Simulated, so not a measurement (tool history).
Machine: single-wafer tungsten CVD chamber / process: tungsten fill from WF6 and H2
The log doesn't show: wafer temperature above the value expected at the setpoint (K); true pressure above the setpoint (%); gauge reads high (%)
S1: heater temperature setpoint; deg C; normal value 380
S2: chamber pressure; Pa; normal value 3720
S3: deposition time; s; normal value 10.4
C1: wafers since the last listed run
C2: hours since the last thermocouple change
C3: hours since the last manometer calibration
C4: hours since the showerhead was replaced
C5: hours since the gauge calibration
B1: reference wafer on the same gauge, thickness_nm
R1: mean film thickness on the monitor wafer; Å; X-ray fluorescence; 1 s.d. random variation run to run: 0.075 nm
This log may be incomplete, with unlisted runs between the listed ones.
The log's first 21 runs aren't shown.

run	hour	S1	S2	S3	C1	C2	C3	C4	C5	B1	R1
22	536.2	380	3320	10.4	1130	227.5	69.9	232.3	62.1	19.506	181.98
23	549.6	380	3720	8.8	625	240.9	83.3	245.7	75.5	19.513	163.96
24	577.8	380	3720	10.4	1317	269.1	111.5	273.9	103.7	19.499	193.59
25	590.7	380	2906	10.4	602	282.0	124.4	286.8	116.6	19.491	171.39
26	624.6	376	2853	10.4	1583	315.9	158.3	320.7	150.5	19.502	155.22
27	654.0	380	3720	10.4	1373	345.3	187.7	350.1	179.9	19.497	191.73
28	688.1	380	2853	8.5	1592	379.4	221.8	384.2	214.0	19.490	138.33
29	708.7	380	3720	10.4	962	400.0	242.4	404.8	234.6	19.511	193.50
30	731.2	388	4440	11.5	1050	422.5	264.9	427.3	257.1	19.504	277.08
31	755.1	380	3720	10.4	1116	446.4	288.8	451.2	281.0	19.489	193.20
32	784.9	380	3720	9.2	1391	476.2	318.6	481.0	310.8	19.501	170.01
33	818.0	376	3266	11.5	1545	509.3	351.7	514.1	343.9	19.507	182.27
34	852.7	380	3213	10.4	1620	544.0	386.4	548.8	378.6	19.525	181.09

Here are 4 independent what-if runs from the current tool condition. What would each one return?
A	853.1	380	3720	10.4	18	544.4	386.8	549.2	379.0	?	?
B	853.1	390	4000	10.4	18	544.4	386.8	549.2	379.0	?	?
C	853.1	385	4280	9.9	18	544.4	386.8	549.2	379.0	?	?
D	853.1	392	3386	10.4	18	544.4	386.8	549.2	379.0	?	?

run	B1	R1
A	19.494	193.90
B	19.494	250.91
C	19.494	220.68
D	19.494	242.13
Stripped of hidden state, with their random variation kept, the same runs would have yielded:
run	R1
A	192.04
B	248.52
C	218.59
D	239.81

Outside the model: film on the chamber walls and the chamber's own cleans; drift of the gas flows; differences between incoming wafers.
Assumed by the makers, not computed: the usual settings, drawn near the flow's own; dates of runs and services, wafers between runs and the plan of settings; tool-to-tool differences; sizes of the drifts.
